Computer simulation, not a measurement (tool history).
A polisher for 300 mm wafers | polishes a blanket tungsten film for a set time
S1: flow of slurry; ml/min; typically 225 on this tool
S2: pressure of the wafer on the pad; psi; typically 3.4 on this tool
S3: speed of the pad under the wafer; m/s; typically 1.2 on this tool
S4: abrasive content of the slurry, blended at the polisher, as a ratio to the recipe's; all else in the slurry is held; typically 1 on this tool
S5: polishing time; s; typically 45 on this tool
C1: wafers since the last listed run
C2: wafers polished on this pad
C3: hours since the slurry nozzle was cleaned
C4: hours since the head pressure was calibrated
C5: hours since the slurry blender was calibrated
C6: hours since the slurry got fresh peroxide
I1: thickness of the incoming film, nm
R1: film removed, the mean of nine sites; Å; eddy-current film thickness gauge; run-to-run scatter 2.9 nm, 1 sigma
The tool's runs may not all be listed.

| run | hour | S1 | S2 | S3 | S4 | S5 | C1 | C2 | C3 | C4 | C5 | C6 | I1 | R1 |
|---|---|---|---|---|---|---|---|---|---|---|---|---|---|---|
| 1 | 0 | 225 | 3.4 | 1.2 | 1.2 | 45 | 0 | 1214 | 474.3 | 1554.3 | 288.9 | 58.9 | 1315 | 2057 |
|  | 3.7 | worn pad replaced by a new one |
| 2 | 7.1 | 225 | 3.4 | 1.2 | 1 | 45 | 65 | 65 | 481.4 | 1561.4 | 296 | 66 | 1296.4 | 1867 |
| 3 | 21.6 | 225 | 3.4 | 1.2 | 1 | 45 | 275 | 341 | 495.9 | 1575.9 | 310.5 | 80.5 | 1296.7 | 1912 |
| 4 | 27.8 | 225 | 3.4 | 1.2 | 1 | 45 | 117 | 459 | 502.1 | 1582.1 | 316.7 | 86.7 | 1308 | 1855 |
|  | 35.7 | slurry tank refilled with fresh slurry and peroxide |
| 5 | 38.9 | 225 | 3.4 | 1.2 | 1 | 45 | 192 | 651 | 513.2 | 1593.2 | 327.8 | 3.2 | 1264.5 | 1848 |
| 6 | 49.1 | 225 | 3.4 | 0.94 | 1 | 49 | 194 | 845 | 523.4 | 1603.4 | 338 | 13.4 | 1305.9 | 1587 |
|  | 60.2 | slurry nozzle cleaned |
|  | 61.2 | worn pad replaced by a new one |
| 7 | 61.7 | 225 | 3.7 | 1.2 | 1.25 | 45 | 201 | 9 | 1.5 | 1616 | 350.6 | 26 | 1269.6 | 2176 |
| 8 | 73.8 | 225 | 3.4 | 0.94 | 1.25 | 45 | 230 | 239 | 13.6 | 1628.1 | 362.7 | 38.1 | 1296.5 | 1534 |
| 9 | 80.7 | 225 | 2.5 | 1.2 | 1 | 30 | 131 | 370 | 20.5 | 1635 | 369.6 | 45 | 1308.6 | 886 |
| 10 | 93.6 | 225 | 3.4 | 1.2 | 1 | 45 | 245 | 616 | 33.4 | 1647.9 | 382.5 | 57.9 | 1284.4 | 1783 |
|  | 99.6 | head pressure recalibrated |
| 11 | 99.9 | 225 | 2.7 | 1.34 | 1.15 | 38 | 81 | 698 | 39.7 | 0.3 | 388.8 | 64.2 | 1293.3 | 1391 |
|  | 103.2 | slurry blender recalibrated |
|  | 115 | slurry tank refilled with fresh slurry and peroxide |
| 12 | 116.4 | 225 | 3.4 | 1.2 | 1 | 45 | 256 | 954 | 56.2 | 16.8 | 13.2 | 1.4 | 1278.9 | 2019 |
|  | 122 | worn pad replaced by a new one, of another model than before |
| 13 | 127.4 | 295 | 3.4 | 1.2 | 1 | 45 | 133 | 102 | 67.2 | 27.8 | 24.2 | 12.4 | 1303.9 | 2099 |
| 14 | 140.8 | 225 | 3.4 | 1.2 | 1 | 45 | 254 | 357 | 80.6 | 41.2 | 37.6 | 25.8 | 1315.1 | 2018 |
| 15 | 148 | 225 | 3.4 | 1.2 | 1 | 45 | 136 | 494 | 87.8 | 48.4 | 44.8 | 33 | 1298 | 2023 |
| 16 | 165.4 | 225 | 3.7 | 0.82 | 1 | 53 | 330 | 825 | 105.2 | 65.8 | 62.2 | 50.4 | 1292.3 | 1946 |
| 17 | 181.5 | 225 | 2.4 | 1.2 | 1 | 45 | 306 | 1131 | 121.3 | 81.9 | 78.3 | 66.5 | 1287.6 | 1588 |

Predict each of these 3 candidate next runs independently; none follows another, all start after run 17:
| A | 181.9 | 145 | 3.4 | 1.2 | 1 | 45 | 7 | 1139 | 121.7 | 82.3 | 78.7 | 66.9 | 1292 | ? |
| B | 181.9 | 155 | 3.4 | 1.2 | 0.75 | 45 | 7 | 1139 | 121.7 | 82.3 | 78.7 | 66.9 | 1292 | ? |
| C | 181.9 | 265 | 2.5 | 1.34 | 1 | 45 | 7 | 1139 | 121.7 | 82.3 | 78.7 | 66.9 | 1292 | ? |

| run | R1 |
|---|---|
| A | 1574 |
| B | 1501 |
| C | 1801 |
Had the tool no hidden state, the same runs would have come out as:
| run | R1 |
|---|---|
| A | 1584 |
| B | 1510 |
| C | 1812 |
